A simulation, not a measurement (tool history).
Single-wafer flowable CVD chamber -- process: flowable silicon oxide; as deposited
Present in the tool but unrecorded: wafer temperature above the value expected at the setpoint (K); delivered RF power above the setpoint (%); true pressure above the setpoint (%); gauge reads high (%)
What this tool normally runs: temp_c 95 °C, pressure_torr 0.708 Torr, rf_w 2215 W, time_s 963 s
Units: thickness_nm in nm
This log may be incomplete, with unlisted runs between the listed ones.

| run | hour | temp_c | pressure_torr | rf_w | time_s | wafers since the last listed run | hours since the last thermocouple change | hours since the last RF generator calibration | hours since the last manometer calibration | hours since the showerhead was replaced | hours since the gauge calibration | read-back reference wafer on the same gauge, thickness_nm | thickness_nm |
|---|---|---|---|---|---|---|---|---|---|---|---|---|---|
| 1 | 0 | 95 | 0.708 | 2215 | 963 | 0 | 1150.1 | 917.3 | 1582.3 | 8080 | 314.4 | 604.538 | 733.263 |
| 2 | 30 | 95 | 0.708 | 2215 | 963 | 84 | 1180.1 | 947.3 | 1612.3 | 8110 | 344.4 | 602.754 | 729.515 |
| 3 | 47.6 | 95 | 0.708 | 2215 | 963 | 49 | 1197.7 | 964.9 | 1629.9 | 8127.6 | 362 | 602.946 | 730.51 |
| 4 | 62.8 | 107 | 0.708 | 1915 | 963 | 42 | 1212.9 | 980.1 | 1645.1 | 8142.8 | 377.2 | 603.167 | 454.224 |
| 5 | 94.1 | 107 | 0.708 | 1915 | 963 | 87 | 1244.2 | 1011.4 | 1676.4 | 8174.1 | 408.5 | 601.837 | 449.057 |
| 6 | 107.4 | 107 | 0.708 | 1915 | 963 | 37 | 1257.5 | 1024.7 | 1689.7 | 8187.4 | 421.8 | 601.761 | 453.289 |
| 7 | 121.3 | 95 | 0.806 | 2215 | 963 | 39 | 1271.4 | 1038.6 | 1703.6 | 8201.3 | 435.7 | 600.742 | 828.007 |
|  | 131.3 | showerhead replaced |
| 8 | 145.5 | 95 | 0.806 | 2215 | 963 | 45 | 1295.6 | 1062.8 | 1727.8 | 14.2 | 459.9 | 600.322 | 826.508 |
|  | 156.4 | gauge calibrated |
| 9 | 165 | 95 | 0.708 | 2215 | 963 | 54 | 1315.1 | 1082.3 | 1747.3 | 33.7 | 8.6 | 611.382 | 739.034 |
|  | 181.3 | capacitance manometer re-zeroed and calibrated |
|  | 181.4 | thermocouple changed; heater temperature recalibrated |
| 10 | 186.7 | 95 | 0.708 | 2215 | 963 | 38 | 5.3 | 1104 | 5.4 | 55.4 | 30.3 | 609.796 | 740.448 |
| 11 | 217.5 | 95 | 0.799 | 2215 | 963 | 86 | 36.1 | 1134.8 | 36.2 | 86.2 | 61.1 | 609.242 | 825.929 |
| 12 | 231.3 | 95 | 0.708 | 2215 | 963 | 38 | 49.9 | 1148.6 | 50 | 100 | 74.9 | 609.287 | 734.515 |
| 13 | 264.2 | 102 | 0.621 | 1985 | 847 | 92 | 82.8 | 1181.5 | 82.9 | 132.9 | 107.8 | 607.801 | 427.552 |
|  | 273 | RF generator calibrated |
| 14 | 283.5 | 95 | 0.708 | 1775 | 848 | 31 | 102.1 | 10.5 | 102.2 | 152.2 | 127.1 | 607.858 | 625.393 |
| 15 | 313.6 | 95 | 0.59 | 2330 | 777 | 84 | 132.2 | 40.6 | 132.3 | 182.3 | 157.2 | 607.34 | 494.555 |
| 16 | 341.4 | 91 | 0.851 | 2575 | 1154 | 78 | 160 | 68.4 | 160.1 | 210.1 | 185 | 606.458 | 1247.826 |
| 17 | 367.8 | 95 | 0.708 | 2485 | 832 | 74 | 186.4 | 94.8 | 186.5 | 236.5 | 211.4 | 606.058 | 639.97 |
| 18 | 386.2 | 83 | 0.708 | 2215 | 1123 | 51 | 204.8 | 113.2 | 204.9 | 254.9 | 229.8 | 605.555 | 1315.5 |
| 19 | 400.5 | 106 | 0.762 | 2215 | 871 | 40 | 219.1 | 127.5 | 219.2 | 269.2 | 244.1 | 605.428 | 470.104 |
| 20 | 422.1 | 95 | 0.708 | 2215 | 963 | 60 | 240.7 | 149.1 | 240.8 | 290.8 | 265.7 | 603.622 | 731.194 |

For some of the steps in thickness_nm from one run to the next: how much would appear even if the tool had no hidden state, given the settings, what came in and random variation, and how much remains for the hidden state plus any gauge scatter that the measured result and the result without hidden state don't share?
Run 8 -> 9: pressure_torr 0.806 -> 0.708, gauge calibrated. thickness_nm -87.474 nm: hidden state +13.944, all else -101.418.
Run 15 -> 16: temp_c 95 -> 91, pressure_torr 0.59 -> 0.851, rf_w 2330 -> 2575, time_s 777 -> 1154. thickness_nm +753.271 nm: hidden state -7.422, all else +760.693.
Run 18 -> 19: temp_c 83 -> 106, pressure_torr 0.708 -> 0.762, time_s 1123 -> 871. thickness_nm -845.396 nm: hidden state +8.972, all else -854.368.
